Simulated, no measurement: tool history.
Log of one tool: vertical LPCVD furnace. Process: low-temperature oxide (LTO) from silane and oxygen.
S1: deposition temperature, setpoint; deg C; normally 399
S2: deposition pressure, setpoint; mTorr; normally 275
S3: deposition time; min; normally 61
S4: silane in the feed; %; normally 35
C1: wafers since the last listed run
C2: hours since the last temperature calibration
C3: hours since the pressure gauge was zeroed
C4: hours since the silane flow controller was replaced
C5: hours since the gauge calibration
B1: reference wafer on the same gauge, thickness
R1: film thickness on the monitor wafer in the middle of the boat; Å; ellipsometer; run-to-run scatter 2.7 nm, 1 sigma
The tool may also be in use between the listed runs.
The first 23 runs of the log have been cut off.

| run | day | S1 | S2 | S3 | S4 | C1 | C2 | C3 | C4 | C5 | B1 | R1 |
|---|---|---|---|---|---|---|---|---|---|---|---|---|
| 24 | 30.292 | 399 | 225 | 61 | 35 | 290 | 512.5 | 460.4 | 182.3 | 78.4 | 648.81 | 5085.5 |
| 25 | 31.625 | 395 | 245 | 39 | 29 | 444 | 544.5 | 492.4 | 214.3 | 110.4 | 648.72 | 2596.3 |
| 26 | 32.262 | 404 | 275 | 78 | 30 | 212 | 559.8 | 507.7 | 229.6 | 125.7 | 648.92 | 6829.6 |
| 27 | 32.838 | 393 | 305 | 61 | 37 | 191 | 573.6 | 521.5 | 243.4 | 139.5 | 649.12 | 6943.6 |
| 28 | 34.279 | 405 | 330 | 54.5 | 35 | 480 | 608.2 | 556.1 | 278 | 174.1 | 649.1 | 7136.4 |
| 29 | 35.496 | 399 | 275 | 61 | 35 | 405 | 637.4 | 585.3 | 307.2 | 203.3 | 649.02 | 6221.9 |
| 30 | 36.192 | 399 | 275 | 61 | 35 | 232 | 654.1 | 602 | 323.9 | 220 | 649.41 | 6248.6 |
| 31 | 37.458 | 399 | 275 | 61 | 40 | 422 | 684.5 | 632.4 | 354.3 | 250.4 | 648.42 | 7379 |
| 32 | 38.496 | 399 | 275 | 61 | 35 | 345 | 709.4 | 657.3 | 379.2 | 275.3 | 649.3 | 6252.9 |

Here are 3 independent what-if runs from the current tool condition. What would each one return?
| A | 38.658 | 399 | 275 | 61 | 35 | 54 | 713.3 | 661.2 | 383.1 | 279.2 | ? | ? |
| B | 38.658 | 408 | 235 | 61 | 41 | 54 | 713.3 | 661.2 | 383.1 | 279.2 | ? | ? |
| C | 38.658 | 388 | 250 | 37.5 | 31 | 54 | 713.3 | 661.2 | 383.1 | 279.2 | ? | ? |

| run | B1 | R1 |
|---|---|---|
| A | 648.85 | 6223.8 |
| B | 648.85 | 7159.7 |
| C | 648.85 | 2573.5 |
Take away the tool's hidden state, keep each run's random variation, and the runs would have read:
| run | R1 |
|---|---|
| A | 6168.3 |
| B | 7085.2 |
| C | 2548.4 |
